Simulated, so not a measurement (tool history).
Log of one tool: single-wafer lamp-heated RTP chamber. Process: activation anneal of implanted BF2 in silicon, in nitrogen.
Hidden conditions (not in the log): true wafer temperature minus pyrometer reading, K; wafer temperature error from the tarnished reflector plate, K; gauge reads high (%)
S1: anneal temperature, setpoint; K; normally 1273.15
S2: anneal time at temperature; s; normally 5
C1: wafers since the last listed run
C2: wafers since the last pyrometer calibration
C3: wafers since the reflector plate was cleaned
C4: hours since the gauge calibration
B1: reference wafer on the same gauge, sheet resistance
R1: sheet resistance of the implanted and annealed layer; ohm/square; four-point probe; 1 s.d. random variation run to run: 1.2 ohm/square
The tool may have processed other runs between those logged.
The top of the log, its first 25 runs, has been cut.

run,hour,S1,S2,C1,C2,C3,C4,B1,R1
26,2064.5,1273.15,5,655,5039,5772,1385.3,458.39,467.12
27,2152.6,1289.15,4,1067,6107,6840,1473.4,458.73,470.39
28,2214.4,1273.15,5,748,6856,7589,1535.2,458.42,466.35
29,2254.5,1273.15,5,485,7342,8074,1575.3,458.92,467.89
30,2298.7,1273.15,5,535,7877,8610,1619.5,459.26,463.45
# hour 2331.5: pyrometer window cleaned and pyrometer calibrated
31,2357.8,1246.15,6,619,318,9229,1678.6,458.87,479.95
32,2399.1,1294.15,4,500,818,9730,1719.9,458.94,468.47
# hour 2436.3: reflector plate cleaned
33,2439.8,1273.15,5,396,1215,42,1760.6,458.13,465.42
34,2517.9,1289.15,7,946,2161,988,1838.7,459.69,465.46

For run 35, what comes out?
# hour 2579.8: gauge calibrated
35,2621.4,1284.15,4,1254,3415,2242,41.6,?,?

{"run 35": {"B1": 459.19, "R1": 468.85}}
Take away the tool's hidden state, keep the run-to-run variation as it was, and the same run would have given R1 468.85 ohm/square.
